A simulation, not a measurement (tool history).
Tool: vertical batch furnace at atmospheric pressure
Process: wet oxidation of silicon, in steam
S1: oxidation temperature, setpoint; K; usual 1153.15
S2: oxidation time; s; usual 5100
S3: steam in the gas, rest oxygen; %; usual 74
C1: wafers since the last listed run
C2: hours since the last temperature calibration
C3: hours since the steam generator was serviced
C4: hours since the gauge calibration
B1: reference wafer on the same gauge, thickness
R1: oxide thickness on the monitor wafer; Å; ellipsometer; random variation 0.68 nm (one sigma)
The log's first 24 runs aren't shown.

Run 25, hour 599.3: usual settings but S2 7620 s, S3 70 %; C1 411; C2 56.3; C3 470.6; C4 514.7; B1 118.15. Result: R1 1899.3 Å.
Run 26, hour 635.1: usual settings; C1 346; C2 92.1; C3 506.4; C4 550.5; B1 118.04. Result: R1 1429.9 Å.
Run 27, hour 652.3: usual settings; C1 166; C2 109.3; C3 523.6; C4 567.7; B1 117.86. Result: R1 1417.1 Å.
Run 28, hour 687.8: usual settings; C1 344; C2 144.8; C3 559.1; C4 603.2; B1 118.16. Result: R1 1428.4 Å.
Run 29, hour 702: usual settings but S1 1128.15 K, S2 3930 s; C1 137; C2 159; C3 573.3; C4 617.4; B1 118.06. Result: R1 840.8 Å.
Run 30, hour 737.9: usual settings but S1 1138.15 K, S3 63 %; C1 347; C2 194.9; C3 609.2; C4 653.3; B1 117.92. Result: R1 1032.4 Å.
Run 31, hour 761.4: usual settings; C1 227; C2 218.4; C3 632.7; C4 676.8; B1 118.07. Result: R1 1427.5 Å.
Run 32, hour 785.2: usual settings but S1 1139.15 K, S2 3780 s; C1 230; C2 242.2; C3 656.5; C4 700.6; B1 117.99. Result: R1 945.5 Å.
Run 33, hour 817.4: usual settings but S2 5910 s, S3 71 %; C1 312; C2 274.4; C3 688.7; C4 732.8; B1 117.99. Result: R1 1548.3 Å.
Run 34, hour 830.7: usual settings but S1 1128.15 K, S2 7530 s, S3 81 %; C1 128; C2 287.7; C3 702; C4 746.1; B1 117.88. Result: R1 1491.9 Å.
Run 35, hour 843.8: usual settings but S2 3750 s; C1 126; C2 300.8; C3 715.1; C4 759.2; B1 117.9. Result: R1 1121 Å.
Run 36, hour 860.1: usual settings but S3 66 %; C1 157; C2 317.1; C3 731.4; C4 775.5; B1 117.91. Result: R1 1294.6 Å.
Run 37, hour 895: usual settings; C1 338; C2 352; C3 766.3; C4 810.4; B1 118.01. Result: R1 1420.7 Å.

5 ways to go on from here, each from the tool as it stands after run 37. What would each give?
Run A, hour 900.5: usual settings; C1 53; C2 357.5; C3 771.8; C4 815.9; B1 ?. Result: R1 ?.
Run B, hour 900.5: usual settings but S1 1160.15 K, S2 6600 s, S3 80 %; C1 53; C2 357.5; C3 771.8; C4 815.9; B1 ?. Result: R1 ?.
Run C, hour 900.5: usual settings but S1 1176.15 K, S2 7590 s, S3 62 %; C1 53; C2 357.5; C3 771.8; C4 815.9; B1 ?. Result: R1 ?.
Run D, hour 900.5: usual settings but S1 1130.15 K, S3 79 %; C1 53; C2 357.5; C3 771.8; C4 815.9; B1 ?. Result: R1 ?.
Run E, hour 900.5: usual settings but S3 84 %; C1 53; C2 357.5; C3 771.8; C4 815.9; B1 ?. Result: R1 ?.

run      B1      R1
  A  118.13  1416.7
  B  118.13    2034
  C  118.13  2266.7
  D  118.13  1089.7
  E  118.13  1567.5
Without the tool's hidden state the same runs would have given:
run      R1
  A  1448.5
  B  2080.3
  C  2317.4
  D  1113.6
  E    1603
